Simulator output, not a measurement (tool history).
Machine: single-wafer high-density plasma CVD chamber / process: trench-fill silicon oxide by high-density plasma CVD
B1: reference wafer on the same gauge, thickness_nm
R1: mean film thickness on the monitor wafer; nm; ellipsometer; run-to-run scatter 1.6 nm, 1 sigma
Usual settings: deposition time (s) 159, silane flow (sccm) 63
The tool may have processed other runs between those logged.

{"run": 1, "day": 0.0, "deposition time (s)": 168, "silane flow (sccm)": 63, "B1": 909.652, "R1": 1102.691}
{"day": 0.179, "done": "gauge calibrated"}
{"run": 2, "day": 0.4, "deposition time (s)": 159, "silane flow (sccm)": 63, "B1": 909.564, "R1": 1044.087}
{"run": 3, "day": 0.917, "deposition time (s)": 159, "silane flow (sccm)": 63, "B1": 910.05, "R1": 1047.534}
{"run": 4, "day": 1.538, "deposition time (s)": 159, "silane flow (sccm)": 63, "B1": 910.556, "R1": 1046.122}
{"run": 5, "day": 2.067, "deposition time (s)": 159, "silane flow (sccm)": 63, "B1": 909.91, "R1": 1042.502}
{"run": 6, "day": 2.788, "deposition time (s)": 159, "silane flow (sccm)": 63, "B1": 909.65, "R1": 1043.048}
{"run": 7, "day": 3.338, "deposition time (s)": 159, "silane flow (sccm)": 63, "B1": 910.383, "R1": 1044.747}
{"run": 8, "day": 3.979, "deposition time (s)": 159, "silane flow (sccm)": 63, "B1": 909.931, "R1": 1041.045}
{"run": 9, "day": 4.254, "deposition time (s)": 159, "silane flow (sccm)": 63, "B1": 909.878, "R1": 1040.356}
{"day": 4.912, "done": "silane flow controller replaced"}
{"run": 10, "day": 4.933, "deposition time (s)": 159, "silane flow (sccm)": 63, "B1": 909.929, "R1": 1087.819}
{"run": 11, "day": 5.325, "deposition time (s)": 178, "silane flow (sccm)": 55, "B1": 909.984, "R1": 1084.046}
{"run": 12, "day": 5.704, "deposition time (s)": 178, "silane flow (sccm)": 55, "B1": 910.319, "R1": 1079.334}
{"run": 13, "day": 6.254, "deposition time (s)": 159, "silane flow (sccm)": 63, "B1": 910.119, "R1": 1088.691}
{"run": 14, "day": 6.654, "deposition time (s)": 159, "silane flow (sccm)": 63, "B1": 909.604, "R1": 1090.307}
{"run": 15, "day": 7.288, "deposition time (s)": 159, "silane flow (sccm)": 63, "B1": 909.978, "R1": 1088.038}
{"run": 16, "day": 7.7, "deposition time (s)": 139, "silane flow (sccm)": 55, "B1": 909.8, "R1": 843.891}
{"run": 17, "day": 8.0, "deposition time (s)": 182, "silane flow (sccm)": 63, "B1": 910.207, "R1": 1244.88}
{"run": 18, "day": 8.421, "deposition time (s)": 159, "silane flow (sccm)": 74, "B1": 910.216, "R1": 1257.226}
{"run": 19, "day": 8.921, "deposition time (s)": 137, "silane flow (sccm)": 63, "B1": 909.864, "R1": 936.508}
{"run": 20, "day": 9.221, "deposition time (s)": 150, "silane flow (sccm)": 68, "B1": 909.993, "R1": 1094.855}
{"run": 21, "day": 9.704, "deposition time (s)": 159, "silane flow (sccm)": 63, "B1": 909.875, "R1": 1088.095}
{"day": 9.804, "done": "gauge calibrated"}
{"run": 22, "day": 10.333, "deposition time (s)": 135, "silane flow (sccm)": 71, "B1": 909.752, "R1": 1027.007}
{"run": 23, "day": 10.967, "deposition time (s)": 188, "silane flow (sccm)": 55, "B1": 909.441, "R1": 1140.205}
{"run": 24, "day": 11.479, "deposition time (s)": 186, "silane flow (sccm)": 53, "B1": 910.335, "R1": 1092.491}
{"run": 25, "day": 11.829, "deposition time (s)": 159, "silane flow (sccm)": 75, "B1": 909.88, "R1": 1267.863}
{"run": 26, "day": 12.1, "deposition time (s)": 159, "silane flow (sccm)": 63, "B1": 910.189, "R1": 1083.059}
{"run": 27, "day": 12.375, "deposition time (s)": 168, "silane flow (sccm)": 70, "B1": 910.127, "R1": 1261.391}
{"run": 28, "day": 13.062, "deposition time (s)": 129, "silane flow (sccm)": 58, "B1": 909.651, "R1": 818.831}
{"run": 29, "day": 13.442, "deposition time (s)": 159, "silane flow (sccm)": 63, "B1": 910.198, "R1": 1084.611}
{"run": 30, "day": 14.329, "deposition time (s)": 159, "silane flow (sccm)": 63, "B1": 909.84, "R1": 1085.703}
{"run": 31, "day": 15.046, "deposition time (s)": 159, "silane flow (sccm)": 71, "B1": 909.645, "R1": 1203.258}
{"run": 32, "day": 15.354, "deposition time (s)": 159, "silane flow (sccm)": 63, "B1": 910.002, "R1": 1080.627}

Forecast each of these 4 alternatives for the next run:
{"run": "A", "day": 15.371, "deposition time (s)": 159, "silane flow (sccm)": 63, "B1": "?", "R1": "?"}
{"run": "B", "day": 15.371, "deposition time (s)": 137, "silane flow (sccm)": 56, "B1": "?", "R1": "?"}
{"run": "C", "day": 15.371, "deposition time (s)": 159, "silane flow (sccm)": 60, "B1": "?", "R1": "?"}
{"run": "D", "day": 15.371, "deposition time (s)": 176, "silane flow (sccm)": 63, "B1": "?", "R1": "?"}

run=A B1=909.771 R1=1088.424
run=B B1=909.771 R1=845.71
run=C B1=909.771 R1=1042.607
run=D B1=909.771 R1=1204.796
Had the tool no hidden state, the same runs would have come out as:
run=A R1=1091.014
run=B R1=847.723
run=C R1=1045.088
run=D R1=1207.664

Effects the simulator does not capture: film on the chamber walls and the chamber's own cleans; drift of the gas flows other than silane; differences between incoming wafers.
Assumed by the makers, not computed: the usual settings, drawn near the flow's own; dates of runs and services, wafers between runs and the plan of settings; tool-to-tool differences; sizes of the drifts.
